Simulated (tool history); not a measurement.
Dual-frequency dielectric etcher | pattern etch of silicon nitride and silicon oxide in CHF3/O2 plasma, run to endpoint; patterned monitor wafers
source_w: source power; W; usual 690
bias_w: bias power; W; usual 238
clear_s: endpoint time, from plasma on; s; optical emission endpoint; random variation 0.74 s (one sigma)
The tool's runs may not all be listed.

run	day	source_w	bias_w	incoming incoming film thickness, nm	clear_s
1	0	810	238	312.9	145.8
2	0.671	810	238	310.8	144.7
3	1.15	810	238	316.6	146.9
4	1.462	690	238	312.9	157.3
5	3.592	690	238	313.9	155.8
6	4.279	690	214	315.1	162.5
7	4.608	690	214	313	160.8
# day 5.096: bias power generator calibrated
8	5.196	690	238	311.9	154.4
# day 6.383: upper electrode replaced
9	6.404	820	197	314.3	154.8
10	6.421	820	238	310.9	142
11	6.438	820	220	310.8	145.6
# day 6.712: source power generator calibrated
# day 7.604: wet clean of the chamber
12	7.625	840	196	313.8	160.6
13	7.638	800	202	315.2	162.2
14	7.896	560	179	313.8	200
15	8.525	620	238	315.8	172.7
16	9.021	690	238	312.9	161
17	9.733	810	238	315.9	153.5

Forecast each of these 5 alternatives for the next run:
A	9.754	690	208	312.4	?
B	9.754	600	215	312.4	?
C	9.754	840	188	312.4	?
D	9.754	540	289	312.4	?
E	9.754	690	296	312.4	?

run	clear_s
A	170.8
B	180.1
C	161.9
D	169.6
E	150.1
Without the tool's hidden state the same runs would have given:
run	clear_s
A	171.3
B	180.6
C	162.4
D	170.1
E	150.6
